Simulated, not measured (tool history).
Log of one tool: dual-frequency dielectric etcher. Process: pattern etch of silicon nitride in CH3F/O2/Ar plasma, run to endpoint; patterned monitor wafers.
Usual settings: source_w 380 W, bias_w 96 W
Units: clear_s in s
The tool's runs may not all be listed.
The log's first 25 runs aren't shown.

run	hour	source_w	bias_w	incoming incoming film thickness, nm	clear_s
26	365.2	310	110	28.40	40.5
27	375.2	380	96	28.25	38.9
28	391.5	380	96	28.71	40.1
29	405.1	380	96	28.20	39.4
30	439.5	340	90	28.73	42.2
31	454.0	470	96	28.56	36.9
32	468.1	480	72	28.55	40.2
# hour 494.6: wet clean of the chamber
33	495.1	380	96	28.33	37.9
34	495.4	380	120	28.52	35.5

Forecast each of these 5 alternatives for the next run:
A	495.8	380	77	28.39	?
B	495.8	380	117	28.39	?
C	495.8	410	89	28.39	?
D	495.8	440	102	28.39	?
E	495.8	380	88	28.39	?

run	clear_s
A	40.5
B	35.6
C	37.8
D	35.3
E	38.9
Without the tool's hidden state the same runs would have given:
run	clear_s
A	40.5
B	35.6
C	37.8
D	35.4
E	38.9
